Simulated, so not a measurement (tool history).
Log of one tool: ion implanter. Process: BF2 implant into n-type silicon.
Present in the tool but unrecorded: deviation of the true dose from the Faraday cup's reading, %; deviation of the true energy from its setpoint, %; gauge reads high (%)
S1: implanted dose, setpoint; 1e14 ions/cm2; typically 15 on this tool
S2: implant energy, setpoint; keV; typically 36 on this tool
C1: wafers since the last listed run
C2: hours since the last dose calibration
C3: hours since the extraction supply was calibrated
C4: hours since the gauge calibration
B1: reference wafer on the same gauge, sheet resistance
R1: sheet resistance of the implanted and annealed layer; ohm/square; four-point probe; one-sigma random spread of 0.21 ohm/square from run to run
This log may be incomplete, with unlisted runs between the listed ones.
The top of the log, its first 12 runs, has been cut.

Run 13, hour 290.8: usual settings but S2 44.5 keV; C1 351; C2 1231.1; C3 4416.5; C4 571.8; B1 111.01. Result: R1 111.51 ohm/square.
Run 14, hour 307.8: usual settings but S1 11.71 1e14 ions/cm2, S2 31.5 keV; C1 219; C2 1248.1; C3 4433.5; C4 588.8; B1 111. Result: R1 139.04 ohm/square.
Run 15, hour 328: usual settings; C1 260; C2 1268.3; C3 4453.7; C4 609; B1 111.04. Result: R1 122.49 ohm/square.
Run 16, hour 361.5: usual settings but S1 18.81 1e14 ions/cm2, S2 40.5 keV; C1 431; C2 1301.8; C3 4487.2; C4 642.5; B1 111. Result: R1 111.47 ohm/square.
At hour 396.3: Faraday cup replaced and dose calibrated.
Run 17, hour 396.8: usual settings but S1 12.87 1e14 ions/cm2; C1 351; C2 0.5; C3 4522.5; C4 677.8; B1 110.91. Result: R1 126.22 ohm/square.
Run 18, hour 414.5: usual settings but S1 16.3 1e14 ions/cm2, S2 27 keV; C1 228; C2 18.2; C3 4540.2; C4 695.5; B1 110.94. Result: R1 137.12 ohm/square.
Run 19, hour 435.9: usual settings but S1 13.19 1e14 ions/cm2, S2 39 keV; C1 275; C2 39.6; C3 4561.6; C4 716.9; B1 110.97. Result: R1 121.59 ohm/square.
Run 20, hour 467.1: usual settings; C1 402; C2 70.8; C3 4592.8; C4 748.1; B1 111.06. Result: R1 121.54 ohm/square.
Run 21, hour 481.9: usual settings but S1 12.61 1e14 ions/cm2, S2 42 keV; C1 190; C2 85.6; C3 4607.6; C4 762.9; B1 110.96. Result: R1 119.37 ohm/square.
At hour 494.6: gauge calibrated.
Run 22, hour 513.4: usual settings but S1 17.55 1e14 ions/cm2, S2 41 keV; C1 405; C2 117.1; C3 4639.1; C4 18.8; B1 111.02. Result: R1 111.48 ohm/square.
At hour 524.8: extraction supply calibrated.
Run 23, hour 540.1: usual settings but S1 19.02 1e14 ions/cm2, S2 31.5 keV; C1 240; C2 143.8; C3 15.3; C4 45.5; B1 111.02. Result: R1 125.82 ohm/square.
Run 24, hour 571: usual settings; C1 398; C2 174.7; C3 46.2; C4 76.4; B1 111. Result: R1 121.85 ohm/square.
Run 25, hour 592.7: usual settings but S1 16.62 1e14 ions/cm2; C1 279; C2 196.4; C3 67.9; C4 98.1; B1 110.97. Result: R1 119.5 ohm/square.
Run 26, hour 623: usual settings; C1 390; C2 226.7; C3 98.2; C4 128.4; B1 110.99. Result: R1 121.82 ohm/square.
Run 27, hour 650.7: usual settings but S1 17.84 1e14 ions/cm2, S2 30.5 keV; C1 356; C2 254.4; C3 125.9; C4 156.1; B1 110.98. Result: R1 127.85 ohm/square.
At hour 659.5: Faraday cup replaced and dose calibrated, repeated, since the last time left the tool worse.
Run 28, hour 705: usual settings but S1 11.31 1e14 ions/cm2, S2 26.5 keV; C1 596; C2 45.5; C3 180.2; C4 210.4; B1 111.01. Result: R1 153.29 ohm/square.
Run 29, hour 740: usual settings but S1 18.75 1e14 ions/cm2; C1 450; C2 80.5; C3 215.2; C4 245.4; B1 110.97. Result: R1 118.5 ohm/square.
Run 30, hour 763.8: usual settings but S1 11.85 1e14 ions/cm2, S2 47 keV; C1 306; C2 104.3; C3 239; C4 269.2; B1 110.99. Result: R1 121.38 ohm/square.
Run 31, hour 784.7: usual settings but S1 16.17 1e14 ions/cm2, S2 41 keV; C1 269; C2 125.2; C3 259.9; C4 290.1; B1 111.01. Result: R1 114.26 ohm/square.
Run 32, hour 805.8: usual settings; C1 271; C2 146.3; C3 281; C4 311.2; B1 110.98. Result: R1 123.64 ohm/square.
Run 33, hour 838: usual settings but S2 27 keV; C1 414; C2 178.5; C3 313.2; C4 343.4; B1 110.96. Result: R1 140.77 ohm/square.
Run 34, hour 852.1: usual settings but S1 13.78 1e14 ions/cm2, S2 43.5 keV; C1 181; C2 192.6; C3 327.3; C4 357.5; B1 111.01. Result: R1 116.92 ohm/square.
Run 35, hour 886.5: usual settings but S1 12.3 1e14 ions/cm2, S2 44.5 keV; C1 443; C2 227; C3 361.7; C4 391.9; B1 111. Result: R1 121.45 ohm/square.
Run 36, hour 916.2: usual settings but S2 45 keV; C1 382; C2 256.7; C3 391.4; C4 421.6; B1 111. Result: R1 111.99 ohm/square.

Forecast each of these 5 alternatives for the next run:
Run A, hour 916.6: usual settings but S2 42.5 keV; C1 5; C2 257.1; C3 391.8; C4 422; B1 ?. Result: R1 ?.
Run B, hour 916.6: usual settings but S1 18.85 1e14 ions/cm2, S2 29.5 keV; C1 5; C2 257.1; C3 391.8; C4 422; B1 ?. Result: R1 ?.
Run C, hour 916.6: usual settings but S1 10.65 1e14 ions/cm2, S2 48.5 keV; C1 5; C2 257.1; C3 391.8; C4 422; B1 ?. Result: R1 ?.
Run D, hour 916.6: usual settings but S1 11.41 1e14 ions/cm2; C1 5; C2 257.1; C3 391.8; C4 422; B1 ?. Result: R1 ?.
Run E, hour 916.6: usual settings but S1 11.41 1e14 ions/cm2, S2 27 keV; C1 5; C2 257.1; C3 391.8; C4 422; B1 ?. Result: R1 ?.

run      B1      R1
  A  111.05  114.79
  B  111.05  130.48
  C  111.05  127.77
  D  111.05  135.37
  E  111.05  151.63
Take away the tool's hidden state, keep each run's random variation, and the runs would have read:
run      R1
  A   114.7
  B  130.44
  C  127.55
  D  135.19
  E  151.47

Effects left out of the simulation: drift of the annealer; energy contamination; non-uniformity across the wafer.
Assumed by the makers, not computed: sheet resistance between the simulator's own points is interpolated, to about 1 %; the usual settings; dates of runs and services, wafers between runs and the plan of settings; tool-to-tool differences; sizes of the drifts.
